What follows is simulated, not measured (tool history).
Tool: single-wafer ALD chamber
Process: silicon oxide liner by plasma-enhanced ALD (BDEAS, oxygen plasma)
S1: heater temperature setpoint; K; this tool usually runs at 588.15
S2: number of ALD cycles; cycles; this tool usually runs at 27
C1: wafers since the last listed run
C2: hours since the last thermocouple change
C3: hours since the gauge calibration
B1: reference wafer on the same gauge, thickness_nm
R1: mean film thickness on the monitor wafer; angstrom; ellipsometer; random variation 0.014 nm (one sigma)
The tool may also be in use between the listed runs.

Run 1, day 0.000: usual settings but S1 599.15 K, S2 31 cycles; C1 0; C2 887.1; C3 549.2; B1 1.968. Result: R1 27.48 angstrom.
Run 2, day 2.050: usual settings but S1 599.15 K, S2 31 cycles; C1 574; C2 936.3; C3 598.4; B1 1.969. Result: R1 27.23 angstrom.
Run 3, day 3.442: usual settings; C1 389; C2 969.7; C3 631.8; B1 1.965. Result: R1 24.27 angstrom.
Run 4, day 5.142: usual settings; C1 476; C2 1010.5; C3 672.6; B1 1.968. Result: R1 24.41 angstrom.
Run 5, day 7.592: usual settings; C1 686; C2 1069.3; C3 731.4; B1 1.968. Result: R1 24.18 angstrom.
Run 6, day 8.638: usual settings; C1 292; C2 1094.4; C3 756.5; B1 1.972. Result: R1 24.19 angstrom.
Run 7, day 10.638: usual settings; C1 560; C2 1142.4; C3 804.5; B1 1.968. Result: R1 24.35 angstrom.
Run 8, day 12.375: usual settings; C1 486; C2 1184.1; C3 846.2; B1 1.969. Result: R1 24.25 angstrom.
Run 9, day 14.462: usual settings; C1 584; C2 1234.2; C3 896.3; B1 1.970. Result: R1 24.46 angstrom.
At day 15.242: thermocouple changed; heater temperature recalibrated.
Run 10, day 17.088: usual settings but S1 593.15 K, S2 30 cycles; C1 641; C2 44.3; C3 959.3; B1 1.970. Result: R1 27.05 angstrom.
Run 11, day 19.112: usual settings but S1 580.15 K; C1 567; C2 92.9; C3 1007.9; B1 1.974. Result: R1 24.71 angstrom.
Run 12, day 21.192: usual settings but S1 591.15 K; C1 582; C2 142.8; C3 1057.8; B1 1.969. Result: R1 24.30 angstrom.
Run 13, day 23.771: usual settings but S1 591.15 K; C1 722; C2 204.7; C3 1119.7; B1 1.973. Result: R1 24.23 angstrom.
Run 14, day 25.008: usual settings but S2 30 cycles; C1 346; C2 234.4; C3 1149.4; B1 1.971. Result: R1 27.00 angstrom.
Run 15, day 26.267: usual settings but S2 30 cycles; C1 352; C2 264.6; C3 1179.6; B1 1.975. Result: R1 26.84 angstrom.
Run 16, day 28.171: usual settings but S2 25 cycles; C1 533; C2 310.3; C3 1225.3; B1 1.974. Result: R1 22.33 angstrom.
Run 17, day 30.892: usual settings; C1 761; C2 375.6; C3 1290.6; B1 1.971. Result: R1 24.08 angstrom.
Run 18, day 34.275: usual settings; C1 947; C2 456.8; C3 1371.8; B1 1.972. Result: R1 24.21 angstrom.
Run 19, day 36.042: usual settings but S2 29 cycles; C1 494; C2 499.2; C3 1414.2; B1 1.973. Result: R1 26.07 angstrom.
Run 20, day 38.362: usual settings but S1 576.15 K, S2 24 cycles; C1 649; C2 554.9; C3 1469.9; B1 1.966. Result: R1 21.82 angstrom.
At day 38.596: gauge calibrated.
Run 21, day 39.792: usual settings but S1 599.15 K; C1 400; C2 589.2; C3 28.7; B1 1.971. Result: R1 24.02 angstrom.
Run 22, day 41.671: usual settings but S1 600.15 K, S2 32 cycles; C1 526; C2 634.3; C3 73.8; B1 1.969. Result: R1 28.43 angstrom.
Run 23, day 43.379: usual settings but S1 592.15 K, S2 22 cycles; C1 478; C2 675.3; C3 114.8; B1 1.968. Result: R1 19.46 angstrom.

Run 24 is up next; what results do you expect?
Run 24, day 46.088: usual settings but S1 596.15 K, S2 23 cycles; C1 758; C2 740.3; C3 179.8; B1 ?. Result: R1 ?.

B1: 1.971
R1: 20.38 angstrom
With no hidden state in the tool, this same run would have given R1 20.38 angstrom.

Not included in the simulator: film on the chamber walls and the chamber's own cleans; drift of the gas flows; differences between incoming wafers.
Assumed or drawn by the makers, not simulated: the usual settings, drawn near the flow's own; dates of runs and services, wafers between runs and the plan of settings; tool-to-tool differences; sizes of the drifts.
